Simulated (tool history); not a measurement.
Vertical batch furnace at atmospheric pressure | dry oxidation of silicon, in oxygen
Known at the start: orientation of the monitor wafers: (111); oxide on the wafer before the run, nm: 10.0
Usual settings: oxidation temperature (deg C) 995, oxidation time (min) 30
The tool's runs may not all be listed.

| run | hour | oxidation temperature (deg C) | oxidation time (min) | read-back reference wafer on the same gauge, thickness | oxide thickness on the monitor wafer (angstrom) |
|---|---|---|---|---|---|
| 1 | 0 | 995 | 30 | 44.8 | 464 |
| 2 | 46.8 | 995 | 30 | 44.76 | 463.4 |
| 3 | 153.4 | 995 | 30 | 44.82 | 463.8 |
| 4 | 199.4 | 995 | 33 | 44.79 | 489.6 |
| 5 | 250.8 | 995 | 33 | 44.77 | 489.4 |
| 6 | 305 | 995 | 30 | 44.79 | 464.6 |
|  | 397.1 | thermocouples replaced and temperature profile calibrated |
|  | 408.3 | boat lift adjusted |
| 7 | 408.8 | 995 | 30 | 44.8 | 475.3 |
|  | 438.4 | gauge calibrated |
| 8 | 501.4 | 988 | 20 | 44.83 | 357.8 |
| 9 | 548.2 | 995 | 30 | 44.79 | 472.9 |
| 10 | 633.3 | 984 | 44 | 44.82 | 552.4 |
| 11 | 712.5 | 995 | 33 | 44.79 | 499.2 |
| 12 | 789.9 | 980 | 20 | 44.81 | 338.4 |
| 13 | 846.5 | 1014 | 35.5 | 44.8 | 595 |

The next listed run, before its measurement:
| 14 | 910.9 | 1018 | 39 | ? | ? |

Run 14 gave read-back reference wafer on the same gauge, thickness 44.83, oxide thickness on the monitor wafer (angstrom) 650.5.
Without the tool's hidden state the same run would have given oxide thickness on the monitor wafer (angstrom) 659.4.

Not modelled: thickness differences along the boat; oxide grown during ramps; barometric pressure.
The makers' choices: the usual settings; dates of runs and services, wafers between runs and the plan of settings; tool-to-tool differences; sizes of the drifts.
